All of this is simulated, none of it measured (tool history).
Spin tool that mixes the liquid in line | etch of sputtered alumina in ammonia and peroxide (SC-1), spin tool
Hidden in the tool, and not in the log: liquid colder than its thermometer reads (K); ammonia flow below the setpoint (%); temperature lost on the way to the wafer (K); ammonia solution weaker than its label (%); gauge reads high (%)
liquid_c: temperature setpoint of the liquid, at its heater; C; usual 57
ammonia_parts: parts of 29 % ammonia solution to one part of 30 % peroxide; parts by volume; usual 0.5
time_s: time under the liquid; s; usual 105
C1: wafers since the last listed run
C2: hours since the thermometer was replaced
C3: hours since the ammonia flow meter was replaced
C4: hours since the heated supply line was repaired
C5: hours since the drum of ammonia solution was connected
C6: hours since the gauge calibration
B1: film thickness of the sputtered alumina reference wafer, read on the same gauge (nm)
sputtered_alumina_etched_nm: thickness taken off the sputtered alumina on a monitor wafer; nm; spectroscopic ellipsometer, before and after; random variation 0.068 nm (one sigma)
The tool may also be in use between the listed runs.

Run 1, day 0: usual settings but time_s 90 s; C1 0; C2 276.7; C3 343.8; C4 3575.5; C5 796.2; C6 1404.5; B1 130.01. Result: sputtered_alumina_etched_nm 5.62 nm.
At day 0.338: new drum of ammonia solution connected.
Run 2, day 2.175: usual settings but time_s 90 s; C1 454; C2 328.9; C3 396; C4 3627.7; C5 44.1; C6 1456.7; B1 130. Result: sputtered_alumina_etched_nm 5.71 nm.
Run 3, day 4.596: usual settings but liquid_c 49 C, ammonia_parts 0.6 parts by volume, time_s 170 s; C1 515; C2 387; C3 454.1; C4 3685.8; C5 102.2; C6 1514.8; B1 130.03. Result: sputtered_alumina_etched_nm 7.01 nm.
Run 4, day 7.029: usual settings but liquid_c 49.5 C, ammonia_parts 0.6 parts by volume, time_s 150 s; C1 518; C2 445.4; C3 512.5; C4 3744.2; C5 160.6; C6 1573.2; B1 130.02. Result: sputtered_alumina_etched_nm 6.42 nm.
Run 5, day 8.05: usual settings; C1 217; C2 469.9; C3 537; C4 3768.7; C5 185.1; C6 1597.7; B1 129.98. Result: sputtered_alumina_etched_nm 6.64 nm.
Run 6, day 10.246: usual settings; C1 467; C2 522.6; C3 589.7; C4 3821.4; C5 237.8; C6 1650.4; B1 130.02. Result: sputtered_alumina_etched_nm 6.61 nm.
Run 7, day 11.404: usual settings but liquid_c 49.5 C, ammonia_parts 0.3 parts by volume, time_s 145 s; C1 246; C2 550.4; C3 617.5; C4 3849.2; C5 265.6; C6 1678.2; B1 130.02. Result: sputtered_alumina_etched_nm 5.83 nm.
Run 8, day 12.417: usual settings but ammonia_parts 0.4 parts by volume, time_s 135 s; C1 215; C2 574.7; C3 641.8; C4 3873.5; C5 289.9; C6 1702.5; B1 129.98. Result: sputtered_alumina_etched_nm 8.29 nm.
Run 9, day 14.521: usual settings but liquid_c 47.5 C, ammonia_parts 0.7 parts by volume; C1 448; C2 625.2; C3 692.3; C4 3924; C5 340.4; C6 1753; B1 129.99. Result: sputtered_alumina_etched_nm 4.04 nm.
Run 10, day 23.304: usual settings but liquid_c 48 C, ammonia_parts 0.3 parts by volume, time_s 65 s; C1 1870; C2 836; C3 903.1; C4 4134.8; C5 551.2; C6 1963.8; B1 130. Result: sputtered_alumina_etched_nm 2.35 nm.
Run 11, day 24.729: usual settings but liquid_c 53 C, ammonia_parts 0.75 parts by volume, time_s 80 s; C1 303; C2 870.2; C3 937.3; C4 4169; C5 585.4; C6 1998; B1 130. Result: sputtered_alumina_etched_nm 4.15 nm.
Run 12, day 25.867: usual settings; C1 242; C2 897.5; C3 964.6; C4 4196.3; C5 612.7; C6 2025.3; B1 130.03. Result: sputtered_alumina_etched_nm 6.56 nm.
At day 26.762: gauge calibrated.
At day 29.983: ammonia flow meter replaced.
At day 33.55: heated supply line repaired.
At day 33.65: new drum of ammonia solution connected.
Run 13, day 34.092: usual settings; C1 1724; C2 1094.9; C3 98.6; C4 13; C5 10.6; C6 175.9; B1 129.98. Result: sputtered_alumina_etched_nm 7.34 nm.
Run 14, day 35.8: usual settings but liquid_c 59.5 C, time_s 145 s; C1 363; C2 1135.9; C3 139.6; C4 54; C5 51.6; C6 216.9; B1 130.01. Result: sputtered_alumina_etched_nm 11.57 nm.
Run 15, day 38.512: usual settings but time_s 125 s; C1 577; C2 1201; C3 204.7; C4 119.1; C5 116.7; C6 282; B1 130. Result: sputtered_alumina_etched_nm 8.77 nm.
Run 16, day 40.504: usual settings but ammonia_parts 0.4 parts by volume, time_s 70 s; C1 424; C2 1248.8; C3 252.5; C4 166.9; C5 164.5; C6 329.8; B1 129.98. Result: sputtered_alumina_etched_nm 4.72 nm.
Run 17, day 41.6: usual settings but liquid_c 62 C, ammonia_parts 0.75 parts by volume, time_s 125 s; C1 233; C2 1275.1; C3 278.8; C4 193.2; C5 190.8; C6 356.1; B1 130. Result: sputtered_alumina_etched_nm 11.56 nm.
Run 18, day 44.288: usual settings; C1 572; C2 1339.6; C3 343.3; C4 257.7; C5 255.3; C6 420.6; B1 129.99. Result: sputtered_alumina_etched_nm 7.35 nm.
Run 19, day 46.804: usual settings but ammonia_parts 0.75 parts by volume; C1 535; C2 1400; C3 403.7; C4 318.1; C5 315.7; C6 481; B1 130.01. Result: sputtered_alumina_etched_nm 7.69 nm.
Run 20, day 49.75: usual settings but liquid_c 61 C, ammonia_parts 0.35 parts by volume, time_s 150 s; C1 627; C2 1470.7; C3 474.4; C4 388.8; C5 386.4; C6 551.7; B1 129.99. Result: sputtered_alumina_etched_nm 12.31 nm.
Run 21, day 51.75: usual settings but ammonia_parts 0.25 parts by volume, time_s 150 s; C1 425; C2 1518.7; C3 522.4; C4 436.8; C5 434.4; C6 599.7; B1 130. Result: sputtered_alumina_etched_nm 9.58 nm.
Run 22, day 53.2: usual settings; C1 308; C2 1553.5; C3 557.2; C4 471.6; C5 469.2; C6 634.5; B1 130.03. Result: sputtered_alumina_etched_nm 7.22 nm.

Run 23 comes next. What will it give?
Run 23, day 55.875: usual settings but time_s 155 s; C1 569; C2 1617.7; C3 621.4; C4 535.8; C5 533.4; C6 698.7; B1 ?. Result: sputtered_alumina_etched_nm ?.

{"run 23": {"B1": 129.99, "sputtered_alumina_etched_nm": 10.65}}
Without the tool's hidden state the same run would have given sputtered_alumina_etched_nm 10.83 nm.
